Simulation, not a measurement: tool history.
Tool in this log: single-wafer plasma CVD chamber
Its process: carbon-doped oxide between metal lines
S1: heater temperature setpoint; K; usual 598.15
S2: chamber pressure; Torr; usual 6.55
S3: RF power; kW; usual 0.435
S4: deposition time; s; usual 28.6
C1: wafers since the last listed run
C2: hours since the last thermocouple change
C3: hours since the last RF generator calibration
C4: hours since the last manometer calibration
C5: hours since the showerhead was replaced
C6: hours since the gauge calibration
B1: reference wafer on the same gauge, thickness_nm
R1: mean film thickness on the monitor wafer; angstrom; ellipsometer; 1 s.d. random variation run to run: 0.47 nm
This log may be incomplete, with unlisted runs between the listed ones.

run	hour	S1	S2	S3	S4	C1	C2	C3	C4	C5	C6	B1	R1
1	0	598.15	5.92	0.435	28.6	0	1411	1683	1908.5	7661	505.7	190.053	1538.31
2	19.3	598.15	6.55	0.435	28.6	463	1430.3	1702.3	1927.8	7680.3	525	189.84	1561.97
# hour 36.7: gauge calibrated
3	92.5	598.15	6.55	0.435	28.6	1757	1503.5	1775.5	2001	7753.5	55.8	190.158	1551.98
4	188.6	598.15	6.55	0.435	28.6	2307	1599.6	1871.6	2097.1	7849.6	151.9	190.04	1544.79
5	212.2	598.15	6.55	0.435	28.6	566	1623.2	1895.2	2120.7	7873.2	175.5	190.065	1553
6	239.1	598.15	6.55	0.435	28.6	645	1650.1	1922.1	2147.6	7900.1	202.4	190.1	1547.46
# hour 275.5: capacitance manometer re-zeroed and calibrated
7	276	598.15	6.55	0.37	28.6	693	1687	1959	0.5	7937	239.3	190.035	1427.74
# hour 294.2: RF generator calibrated
8	294.7	598.15	6.55	0.37	28.6	256	1705.7	0.5	19.2	7955.7	258	190.186	1442.38
9	323.6	598.15	6.55	0.37	28.6	693	1734.6	29.4	48.1	7984.6	286.9	190.097	1430.91
# hour 351.1: thermocouple changed; heater temperature recalibrated
10	353.4	608.15	6.55	0.435	32.7	523	2.3	59.2	77.9	8014.4	316.7	189.893	1749.95
11	377.9	598.15	6.55	0.435	28.6	588	26.8	83.7	102.4	8038.9	341.2	189.933	1590.67
12	405.8	598.15	6.55	0.37	28.6	669	54.7	111.6	130.3	8066.8	369.1	189.914	1481.11
13	439.9	591.15	6.55	0.435	28.6	818	88.8	145.7	164.4	8100.9	403.2	190.127	1641.71
# hour 447.1: gauge calibrated
14	465.7	593.15	5.23	0.495	24.3	619	114.6	171.5	190.2	8126.7	18.6	189.953	1458.38
# hour 478.6: showerhead replaced, of another model than before
15	485.1	610.15	6.55	0.475	28.6	273	134	190.9	209.6	6.5	38	190.296	1627.07
16	524.3	603.15	6.55	0.435	26.6	941	173.2	230.1	248.8	45.7	77.2	189.997	1454.64
17	559.5	583.15	6.55	0.5	28.6	845	208.4	265.3	284	80.9	112.4	190.146	1885.9
18	590.8	608.15	6.55	0.37	28.6	751	239.7	296.6	315.3	112.2	143.7	189.922	1348.72
19	623.2	598.15	6.55	0.435	28.6	777	272.1	329	347.7	144.6	176.1	189.956	1591.07
20	642.7	598.15	6.55	0.435	28.6	468	291.6	348.5	367.2	164.1	195.6	189.998	1589.28

Each row is a separate what-if for the run after 20, all from the same tool condition, not one after another. Results?
A	643.1	598.15	6.55	0.435	26.4	9	292	348.9	367.6	164.5	196	?	?
B	643.1	584.15	6.55	0.5	28.6	9	292	348.9	367.6	164.5	196	?	?
C	643.1	612.15	7.1	0.405	28.6	9	292	348.9	367.6	164.5	196	?	?

run	B1	R1
A	190.082	1474.14
B	190.082	1876.45
C	190.082	1439.3
Had the tool no hidden state, the same runs would have come out as:
run	R1
A	1477.86
B	1881.93
C	1442.3

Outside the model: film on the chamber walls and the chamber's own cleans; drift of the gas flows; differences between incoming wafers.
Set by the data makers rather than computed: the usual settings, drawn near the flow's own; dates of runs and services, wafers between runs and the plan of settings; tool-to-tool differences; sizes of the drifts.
